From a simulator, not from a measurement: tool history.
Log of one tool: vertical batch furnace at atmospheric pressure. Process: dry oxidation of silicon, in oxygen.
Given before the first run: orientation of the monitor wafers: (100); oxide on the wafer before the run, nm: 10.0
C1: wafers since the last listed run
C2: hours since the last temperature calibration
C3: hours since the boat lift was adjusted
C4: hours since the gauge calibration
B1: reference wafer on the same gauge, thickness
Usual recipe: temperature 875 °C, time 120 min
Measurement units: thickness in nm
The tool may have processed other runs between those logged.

Run 1, hour 0: usual settings; C1 0; C2 3165.8; C3 4337.4; C4 496.7; B1 24.69. Result: thickness 28.41 nm.
Run 2, hour 86.2: usual settings; C1 983; C2 3252; C3 4423.6; C4 582.9; B1 24.7. Result: thickness 28.43 nm.
Run 3, hour 135.7: usual settings; C1 564; C2 3301.5; C3 4473.1; C4 632.4; B1 24.7. Result: thickness 28.28 nm.
Run 4, hour 210.1: usual settings; C1 848; C2 3375.9; C3 4547.5; C4 706.8; B1 24.7. Result: thickness 28.33 nm.
Run 5, hour 254: usual settings; C1 500; C2 3419.8; C3 4591.4; C4 750.7; B1 24.71. Result: thickness 28.27 nm.
Run 6, hour 324.1: usual settings but time 153.5 min; C1 799; C2 3489.9; C3 4661.5; C4 820.8; B1 24.7. Result: thickness 32.4 nm.
Run 7, hour 364: usual settings but time 163 min; C1 455; C2 3529.8; C3 4701.4; C4 860.7; B1 24.69. Result: thickness 33.48 nm.
Run 8, hour 419.9: usual settings but time 163 min; C1 637; C2 3585.7; C3 4757.3; C4 916.6; B1 24.68. Result: thickness 33.45 nm.
At hour 494.8: boat lift adjusted.
Run 9, hour 495.3: usual settings but time 154 min; C1 586; C2 3661.1; C3 0.5; C4 992; B1 24.71. Result: thickness 32.51 nm.
Run 10, hour 545.1: usual settings but temperature 860 °C; C1 568; C2 3710.9; C3 50.3; C4 1041.8; B1 24.7. Result: thickness 25.17 nm.
At hour 568.1: gauge calibrated.
At hour 584.6: thermocouples replaced and temperature profile calibrated.
Run 11, hour 650.7: usual settings but time 154 min; C1 930; C2 66.1; C3 155.9; C4 82.6; B1 24.72. Result: thickness 31.14 nm.
Run 12, hour 718.5: usual settings but temperature 859 °C, time 78.5 min; C1 773; C2 133.9; C3 223.7; C4 150.4; B1 24.71. Result: thickness 19.96 nm.
Run 13, hour 798.4: usual settings but temperature 857 °C, time 176.5 min; C1 911; C2 213.8; C3 303.6; C4 230.3; B1 24.7. Result: thickness 28.76 nm.
Run 14, hour 890.5: usual settings but temperature 891 °C, time 69 min; C1 1050; C2 305.9; C3 395.7; C4 322.4; B1 24.72. Result: thickness 23.61 nm.

What does the tool deliver on the next run?
Run 15, hour 989.4: usual settings but time 141.5 min; C1 1128; C2 404.8; C3 494.6; C4 421.3; B1 ?. Result: thickness ?.

Logged for run 15: B1 24.7, thickness 30.13 nm.
Had the tool carried no hidden state, the very same run would have given thickness 29.67 nm.
